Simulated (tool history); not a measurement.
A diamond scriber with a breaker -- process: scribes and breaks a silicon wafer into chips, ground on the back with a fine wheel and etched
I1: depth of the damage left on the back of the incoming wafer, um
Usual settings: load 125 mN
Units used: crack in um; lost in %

run 1 hour=0.0 | load=125 | I1=0.72 | crack=12.40 lost=1.85
run 2 hour=30.4 | load=125 | I1=0.41 | crack=12.61 lost=2.20
run 3 hour=71.6 | load=125 | I1=0.52 | crack=12.24 lost=2.59
run 4 hour=135.2 | load=125 | I1=0.47 | crack=12.48 lost=3.00
run 5 hour=185.6 | load=125 | I1=0.32 | crack=12.37 lost=3.33
run 6 hour=209.9 | load=125 | I1=0.34 | crack=11.76 lost=3.67
run 7 hour=278.3 | load=125 | I1=0.31 | crack=11.82 lost=3.70
-- hour=281.5 diamond tip replaced by a new one
run 8 hour=326.7 | load=151 | I1=0.56 | crack=14.94 lost=3.36
run 9 hour=382.8 | load=151 | I1=0.63 | crack=14.50 lost=1.99
-- hour=421.4 load on the tip recalibrated
run 10 hour=424.7 | load=103 | I1=0.68 | crack=11.50 lost=13.41
run 11 hour=495.6 | load=103 | I1=0.70 | crack=10.88 lost=15.55
run 12 hour=524.6 | load=125 | I1=0.54 | crack=11.92 lost=3.25
run 13 hour=562.7 | load=125 | I1=0.74 | crack=12.34 lost=3.31
run 14 hour=670.6 | load=125 | I1=0.75 | crack=11.94 lost=3.95
-- hour=722.2 diamond tip replaced by a new one
run 15 hour=735.3 | load=146 | I1=0.65 | crack=14.86 lost=3.25
run 16 hour=855.0 | load=144 | I1=0.31 | crack=14.30 lost=0.72
run 17 hour=924.1 | load=125 | I1=0.56 | crack=12.19 lost=2.77
run 18 hour=990.3 | load=125 | I1=0.70 | crack=12.29 lost=3.42
run 19 hour=1032.9 | load=149 | I1=0.51 | crack=13.54 lost=0.64
-- hour=1080.8 load on the tip recalibrated
run 20 hour=1089.7 | load=161 | I1=0.38 | crack=14.65 lost=2.08
-- hour=1092.8 diamond tip replaced by a new one
run 21 hour=1137.2 | load=135 | I1=0.63 | crack=13.84 lost=0.68
run 22 hour=1169.0 | load=89 | I1=0.54 | crack=10.20 lost=22.75
run 23 hour=1204.4 | load=125 | I1=0.50 | crack=12.45 lost=1.46
run 24 hour=1241.8 | load=94 | I1=0.65 | crack=10.42 lost=20.93
run 25 hour=1296.1 | load=102 | I1=0.67 | crack=10.50 lost=14.87
run 26 hour=1366.0 | load=125 | I1=0.33 | crack=12.49 lost=2.82
run 27 hour=1430.5 | load=125 | I1=0.67 | crack=12.08 lost=3.28
-- hour=1454.5 diamond tip replaced by a new one
run 28 hour=1489.1 | load=156 | I1=0.76 | crack=14.55 lost=4.55
run 29 hour=1557.8 | load=125 | I1=0.41 | crack=12.51 lost=2.18
run 30 hour=1611.3 | load=138 | I1=0.38 | crack=13.05 lost=0.63
-- hour=1682.8 load on the tip recalibrated
run 31 hour=1713.2 | load=108 | I1=0.36 | crack=11.01 lost=14.23
run 32 hour=1745.9 | load=137 | I1=0.35 | crack=13.12 lost=1.19
run 33 hour=1810.0 | load=125 | I1=0.39 | crack=11.97 lost=4.89
run 34 hour=1862.9 | load=113 | I1=0.77 | crack=11.04 lost=10.73
run 35 hour=1901.7 | load=99 | I1=0.53 | crack=10.19 lost=23.37
-- hour=1911.3 diamond tip replaced by a new one
run 36 hour=1950.4 | load=155 | I1=0.31 | crack=15.05 lost=5.20

Forecast run 37:
run 37 hour=1989.4 | load=143 | I1=0.41 | crack=? lost=?

Run 37 produced crack 14.08 um, lost 1.19 %.
The same run, on a tool lacking any hidden state, would have yielded crack 14.70 um, lost 3.17 %.
